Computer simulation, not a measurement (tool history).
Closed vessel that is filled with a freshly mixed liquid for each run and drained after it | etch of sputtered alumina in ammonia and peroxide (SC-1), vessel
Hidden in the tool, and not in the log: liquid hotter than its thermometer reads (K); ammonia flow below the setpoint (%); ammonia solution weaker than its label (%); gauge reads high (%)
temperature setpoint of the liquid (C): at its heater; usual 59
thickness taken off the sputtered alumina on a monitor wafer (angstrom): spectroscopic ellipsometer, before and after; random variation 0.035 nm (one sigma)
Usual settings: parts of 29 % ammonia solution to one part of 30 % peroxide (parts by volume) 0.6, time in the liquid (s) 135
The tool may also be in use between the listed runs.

| run | hour | temperature setpoint of the liquid (C) | parts of 29 % ammonia solution to one part of 30 % peroxide (parts by volume) | time in the liquid (s) | wafers since the last listed run | hours since the thermometer was replaced | hours since the ammonia flow meter was replaced | hours since the drum of ammonia solution was connected | hours since the gauge calibration | read-back film thickness of the sputtered alumina reference wafer, read on the same gauge (nm) | thickness taken off the sputtered alumina on a monitor wafer (angstrom) |
|---|---|---|---|---|---|---|---|---|---|---|---|
| 1 | 0 | 64.5 | 0.6 | 135 | 0 | 674.9 | 1033.5 | 559.3 | 99 | 39.98 | 246.5 |
| 2 | 16.3 | 64.5 | 0.6 | 135 | 1498 | 691.2 | 1049.8 | 575.6 | 115.3 | 39.97 | 247.1 |
| 3 | 28.3 | 64.5 | 0.6 | 135 | 1103 | 703.2 | 1061.8 | 587.6 | 127.3 | 39.99 | 247.1 |
| 4 | 45.6 | 59 | 0.6 | 135 | 1590 | 720.5 | 1079.1 | 604.9 | 144.6 | 40.02 | 187.8 |
| 5 | 59.2 | 66.5 | 0.6 | 135 | 1250 | 734.1 | 1092.7 | 618.5 | 158.2 | 40.02 | 272.8 |
| 6 | 76.7 | 66.5 | 0.6 | 135 | 1608 | 751.6 | 1110.2 | 636 | 175.7 | 39.99 | 274.1 |
|  | 79.4 | thermometer replaced |
|  | 90.5 | ammonia flow meter replaced |
| 7 | 92.2 | 59 | 0.6 | 135 | 1241 | 12.8 | 1.7 | 651.5 | 191.2 | 39.98 | 174.7 |
| 8 | 107.1 | 59 | 0.6 | 135 | 1369 | 27.7 | 16.6 | 666.4 | 206.1 | 39.97 | 174.8 |
| 9 | 124.6 | 59 | 0.6 | 155 | 1608 | 45.2 | 34.1 | 683.9 | 223.6 | 40.03 | 200.6 |
| 10 | 141.1 | 59 | 0.75 | 135 | 1516 | 61.7 | 50.6 | 700.4 | 240.1 | 39.98 | 178.6 |
|  | 143.5 | gauge calibrated |
|  | 144 | new drum of ammonia solution connected |
| 11 | 148.6 | 50.5 | 0.85 | 170 | 597 | 69.2 | 58.1 | 4.6 | 5.1 | 39.99 | 145.8 |
| 12 | 157.4 | 59 | 0.6 | 135 | 809 | 78 | 66.9 | 13.4 | 13.9 | 39.98 | 175.2 |
| 13 | 171.2 | 59 | 0.6 | 135 | 1268 | 91.8 | 80.7 | 27.2 | 27.7 | 39.96 | 175.7 |
| 14 | 181.5 | 64.5 | 0.5 | 65 | 946 | 102.1 | 91 | 37.5 | 38 | 40 | 110.1 |
| 15 | 189.6 | 50.5 | 0.4 | 135 | 744 | 110.2 | 99.1 | 45.6 | 46.1 | 39.99 | 107.7 |
| 16 | 196.9 | 59 | 0.6 | 200 | 671 | 117.5 | 106.4 | 52.9 | 53.4 | 39.99 | 260.6 |
| 17 | 211 | 59 | 0.8 | 105 | 1296 | 131.6 | 120.5 | 67 | 67.5 | 40.04 | 141.4 |
| 18 | 220.8 | 63.5 | 0.6 | 105 | 900 | 141.4 | 130.3 | 76.8 | 77.3 | 39.98 | 172.7 |
| 19 | 229.5 | 59 | 0.5 | 180 | 799 | 150.1 | 139 | 85.5 | 86 | 40 | 232.6 |
| 20 | 246.3 | 59 | 0.6 | 175 | 1544 | 166.9 | 155.8 | 102.3 | 102.8 | 40.02 | 230.3 |
| 21 | 252.7 | 59 | 0.6 | 70 | 588 | 173.3 | 162.2 | 108.7 | 109.2 | 39.99 | 92.2 |

Forecast each of these 4 alternatives for the next run:
| A | 253.4 | 59 | 0.6 | 135 | 64 | 174 | 162.9 | 109.4 | 109.9 | ? | ? |
| B | 253.4 | 51 | 0.35 | 135 | 64 | 174 | 162.9 | 109.4 | 109.9 | ? | ? |
| C | 253.4 | 59 | 0.6 | 215 | 64 | 174 | 162.9 | 109.4 | 109.9 | ? | ? |
| D | 253.4 | 56 | 0.6 | 135 | 64 | 174 | 162.9 | 109.4 | 109.9 | ? | ? |

| run | read-back film thickness of the sputtered alumina reference wafer, read on the same gauge (nm) | thickness taken off the sputtered alumina on a monitor wafer (angstrom) |
|---|---|---|
| A | 39.98 | 177.5 |
| B | 39.98 | 110.4 |
| C | 39.98 | 282.7 |
| D | 39.98 | 151.8 |
Without the tool's hidden state the same runs would have given:
| run | thickness taken off the sputtered alumina on a monitor wafer (angstrom) |
|---|---|
| A | 172.7 |
| B | 107.3 |
| C | 275.1 |
| D | 147.7 |

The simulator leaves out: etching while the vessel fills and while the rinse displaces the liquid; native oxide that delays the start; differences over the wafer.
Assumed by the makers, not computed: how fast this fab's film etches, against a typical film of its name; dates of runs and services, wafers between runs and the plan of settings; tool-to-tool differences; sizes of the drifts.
